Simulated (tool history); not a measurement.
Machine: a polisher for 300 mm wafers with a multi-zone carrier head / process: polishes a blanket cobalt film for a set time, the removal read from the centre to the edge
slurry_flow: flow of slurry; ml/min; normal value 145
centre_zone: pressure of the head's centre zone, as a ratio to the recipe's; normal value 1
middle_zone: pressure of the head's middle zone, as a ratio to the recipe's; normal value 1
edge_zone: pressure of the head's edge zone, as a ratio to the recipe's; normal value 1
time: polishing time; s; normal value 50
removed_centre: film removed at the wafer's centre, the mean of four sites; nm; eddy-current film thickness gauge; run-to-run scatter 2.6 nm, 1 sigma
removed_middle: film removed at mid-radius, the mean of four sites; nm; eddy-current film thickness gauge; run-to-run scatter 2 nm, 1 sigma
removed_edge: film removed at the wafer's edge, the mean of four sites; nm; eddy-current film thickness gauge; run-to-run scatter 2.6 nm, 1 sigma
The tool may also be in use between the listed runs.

run,hour,slurry_flow,centre_zone,middle_zone,edge_zone,time,"incoming thickness of the incoming film, nm",removed_centre,removed_middle,removed_edge
1,0,145,1,1,1,50,918.1,179.5,188.7,199.6
2,7.4,145,1,1,1,50,914.6,183.3,188,201.7
3,25,145,1,1,1,50,913.9,183.3,188,198.5
4,41.4,145,1,0.91,1,50,921.4,187,171.9,205.9
5,53.9,145,1,0.91,1,50,920.6,183.5,173.4,202.5
6,70.6,145,1,0.91,1,50,914.9,177.4,171.1,199.6
7,80.3,145,1,1.06,1,61,923.2,223.1,241.1,246.4
8,92.8,145,1,1.06,1,61,934.2,259.7,275.4,268.7
9,99.5,145,1,1.06,1,61,915.8,258.3,272.1,268.9
10,107.7,145,1,1,1.06,50,903.3,211.4,212.2,227.6
11,115,145,1,0.92,1,50,921.6,213.4,199.5,224.2
12,130.8,100,1,1,0.96,50,908.8,184.2,193.1,201.9
13,138.9,120,1.1,1,1.07,50,911.5,218.8,200.6,223
14,154.2,145,0.93,0.91,0.94,64,911,245.4,248,270.7
15,160.6,180,1.06,1,1,50,926.8,236.9,220.6,227.2
16,176.7,125,0.96,1,1,50,913.3,192.1,202.1,211.2
17,194.5,180,1.06,1,1,50,923.7,230.9,217.2,229.7
18,215,145,1,1,1,50,924.3,208.6,208.6,218.1

Not shown: 8 entries that the log had between the listed runs. Between which runs, and how does the tool's hidden state differ before and after?
Run 3 -> run 4: worn pad replaced by a new one (hour 40.9)
  slurry flow missing at the pad, %: 42.5 -> 42.6
  measured less the result without the state, removed_centre: -35.3 -> -36.2 nm; removed_middle: -31.1 -> -28.6 nm; removed_edge: -21.8 -> -22.7 nm
Run 7 -> run 8: slurry nozzle cleaned (hour 82.6); carrier head's membrane replaced by a new one (hour 90.1); worn pad replaced by a new one (hour 92.3)
  slurry flow missing at the pad, %: 42.9 -> 4.44
  measured less the result without the state, removed_centre: -43.7 -> -2.8 nm; removed_middle: -40.6 -> -2.7 nm; removed_edge: -27.5 -> -1.8 nm
Run 10 -> run 11: centre zone pressure recalibrated (hour 114.5)
  slurry flow missing at the pad, %: 7 -> 8.2
  measured less the result without the state, removed_centre: -3.7 -> -4.5 nm; removed_middle: -3.3 -> -3.7 nm; removed_edge: -2.5 -> -3 nm
Run 13 -> run 14: worn pad replaced by a new one (hour 151.2)
  slurry flow missing at the pad, %: 11.9 -> 14
  measured less the result without the state, removed_centre: -8.5 -> -9.5 nm; removed_middle: -6.8 -> -8.4 nm; removed_edge: -5.2 -> -6.5 nm
Run 14 -> run 15: edge zone pressure recalibrated (hour 159.8)
  slurry flow missing at the pad, %: 14 -> 14.9
  measured less the result without the state, removed_centre: -9.5 -> -7.8 nm; removed_middle: -8.4 -> -6.5 nm; removed_edge: -6.5 -> -4.9 nm
Run 17 -> run 18: worn pad replaced by a new one (hour 214.5)
  slurry flow missing at the pad, %: 19 -> 21.2
  measured less the result without the state, removed_centre: -10.3 -> -13.5 nm; removed_middle: -8.6 -> -11.8 nm; removed_edge: -6.5 -> -8.6 nm
